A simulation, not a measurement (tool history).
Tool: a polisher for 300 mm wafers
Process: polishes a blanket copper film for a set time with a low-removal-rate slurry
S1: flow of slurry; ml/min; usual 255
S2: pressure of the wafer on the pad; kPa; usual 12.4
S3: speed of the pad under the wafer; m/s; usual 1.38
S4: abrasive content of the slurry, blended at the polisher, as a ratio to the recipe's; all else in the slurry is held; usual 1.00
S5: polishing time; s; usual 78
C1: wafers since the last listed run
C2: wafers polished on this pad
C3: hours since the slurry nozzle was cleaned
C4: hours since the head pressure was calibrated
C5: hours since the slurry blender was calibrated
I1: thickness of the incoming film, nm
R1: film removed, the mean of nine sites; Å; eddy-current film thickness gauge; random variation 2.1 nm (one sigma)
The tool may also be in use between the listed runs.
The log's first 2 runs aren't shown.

run	hour	S1	S2	S3	S4	S5	C1	C2	C3	C4	C5	I1	R1
# hour 65.3: slurry nozzle cleaned
3	68.3	255	12.4	1.38	1.00	78	237	544	3.0	122.0	280.0	1061.4	1740
4	74.5	255	12.4	1.38	1.00	78	61	605	9.2	128.2	286.2	1052.3	1758
5	86.2	255	12.4	1.38	1.00	78	115	721	20.9	139.9	297.9	1074.0	1800
6	100.2	255	12.4	1.38	1.00	94	138	859	34.9	153.9	311.9	1063.5	2163
# hour 106.9: worn pad replaced by a new one
7	116.9	255	12.4	1.38	1.00	94	125	98	51.6	170.6	328.6	1067.4	2208
8	127.0	255	12.4	1.38	1.00	94	99	197	61.7	180.7	338.7	1062.4	2241
9	134.6	255	12.4	1.38	1.15	86	75	272	69.3	188.3	346.3	1060.2	2074
10	150.9	255	12.4	1.38	1.00	78	160	433	85.6	204.6	362.6	1064.6	1876
11	159.0	255	12.4	1.38	1.00	78	79	513	93.7	212.7	370.7	1079.9	1845
12	173.5	255	12.4	1.38	1.00	78	143	656	108.2	227.2	385.2	1073.4	1862
13	181.2	255	12.4	0.90	1.00	78	75	732	115.9	234.9	392.9	1059.1	1223
14	189.4	255	12.4	1.38	1.00	100	80	813	124.1	243.1	401.1	1042.8	2414
15	200.2	255	12.4	1.38	1.00	78	106	920	134.9	253.9	411.9	1059.3	1888

Run 16 comes next. What will it give?
# hour 209.8: worn pad replaced by a new one
16	212.8	340	13.8	1.38	1.15	103	84	29	147.5	266.5	424.5	1067.6	?

Run 16 gave R1 2919 Å.
Without the tool's hidden state the same run would have given R1 2735 Å.

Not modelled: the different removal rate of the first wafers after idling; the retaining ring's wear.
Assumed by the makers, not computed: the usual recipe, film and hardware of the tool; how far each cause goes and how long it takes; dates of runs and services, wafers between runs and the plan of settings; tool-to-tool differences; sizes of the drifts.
